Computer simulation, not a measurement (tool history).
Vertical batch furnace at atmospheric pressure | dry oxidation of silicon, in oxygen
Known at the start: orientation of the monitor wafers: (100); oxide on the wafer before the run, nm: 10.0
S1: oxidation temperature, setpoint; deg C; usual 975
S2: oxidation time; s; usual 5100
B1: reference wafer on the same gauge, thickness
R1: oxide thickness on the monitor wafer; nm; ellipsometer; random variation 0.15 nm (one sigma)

Run 1, hour 0.0: usual settings but S2 6930 s; B1 43.76. Result: R1 59.60 nm.
Run 2, hour 85.6: usual settings but S2 6930 s; B1 43.80. Result: R1 59.30 nm.
Run 3, hour 141.7: usual settings but S2 6660 s; B1 43.79. Result: R1 57.84 nm.
Run 4, hour 244.8: usual settings but S2 6660 s; B1 43.75. Result: R1 57.72 nm.
Run 5, hour 284.8: usual settings but S2 6660 s; B1 43.75. Result: R1 57.90 nm.
Run 6, hour 375.4: usual settings; B1 43.74. Result: R1 48.61 nm.
Run 7, hour 486.7: usual settings; B1 43.83. Result: R1 48.52 nm.
Run 8, hour 582.3: usual settings but S1 962 deg C; B1 43.80. Result: R1 44.65 nm.
At hour 608.4: gauge calibrated.
At hour 663.2: thermocouples replaced and temperature profile calibrated.
Run 9, hour 663.7: usual settings but S1 990 deg C, S2 4560 s; B1 43.76. Result: R1 52.20 nm.
Run 10, hour 733.1: usual settings but S1 990 deg C, S2 4560 s; B1 43.80. Result: R1 52.39 nm.
Run 11, hour 788.2: usual settings; B1 43.79. Result: R1 49.28 nm.
At hour 850.9: boat lift adjusted.
At hour 881.3: thermocouples replaced and temperature profile calibrated, repeated, since the last time left the tool worse.
Run 12, hour 881.8: usual settings but S1 983 deg C; B1 43.79. Result: R1 50.25 nm.
Run 13, hour 946.5: usual settings; B1 43.74. Result: R1 47.47 nm.
Run 14, hour 1018.6: usual settings but S1 985 deg C, S2 7650 s; B1 43.84. Result: R1 66.98 nm.
Run 15, hour 1080.3: usual settings but S1 951 deg C, S2 6180 s; B1 43.72. Result: R1 45.05 nm.
Run 16, hour 1169.3: usual settings but S2 6660 s; B1 43.79. Result: R1 56.80 nm.
Run 17, hour 1233.2: usual settings but S1 994 deg C; B1 43.83. Result: R1 55.80 nm.
Run 18, hour 1340.0: usual settings but S1 981 deg C, S2 6540 s; B1 43.80. Result: R1 58.71 nm.
Run 19, hour 1383.0: usual settings but S1 981 deg C; B1 43.84. Result: R1 49.95 nm.
Run 20, hour 1444.7: usual settings but S2 6390 s; B1 43.84. Result: R1 55.45 nm.
Run 21, hour 1546.5: usual settings but S1 964 deg C, S2 4200 s; B1 43.81. Result: R1 39.56 nm.
Run 22, hour 1582.6: usual settings but S1 986 deg C, S2 3180 s; B1 43.72. Result: R1 38.81 nm.
At hour 1628.9: gauge calibrated.
Run 23, hour 1652.9: usual settings but S1 985 deg C, S2 3060 s; B1 43.79. Result: R1 37.79 nm.

Forecast each of these 4 alternatives for the next run:
Run A, hour 1657.4: usual settings; B1 ?. Result: R1 ?.
Run B, hour 1657.4: usual settings but S1 997 deg C, S2 5730 s; B1 ?. Result: R1 ?.
Run C, hour 1657.4: usual settings but S1 962 deg C, S2 6150 s; B1 ?. Result: R1 ?.
Run D, hour 1657.4: usual settings but S1 992 deg C, S2 4410 s; B1 ?. Result: R1 ?.

run     B1     R1
  A  43.75  47.79
  B  43.75  62.05
  C  43.75  49.37
  D  43.75  50.00
Without the tool's hidden state the same runs would have given:
run     R1
  A  47.11
  B  60.85
  C  48.63
  D  49.07

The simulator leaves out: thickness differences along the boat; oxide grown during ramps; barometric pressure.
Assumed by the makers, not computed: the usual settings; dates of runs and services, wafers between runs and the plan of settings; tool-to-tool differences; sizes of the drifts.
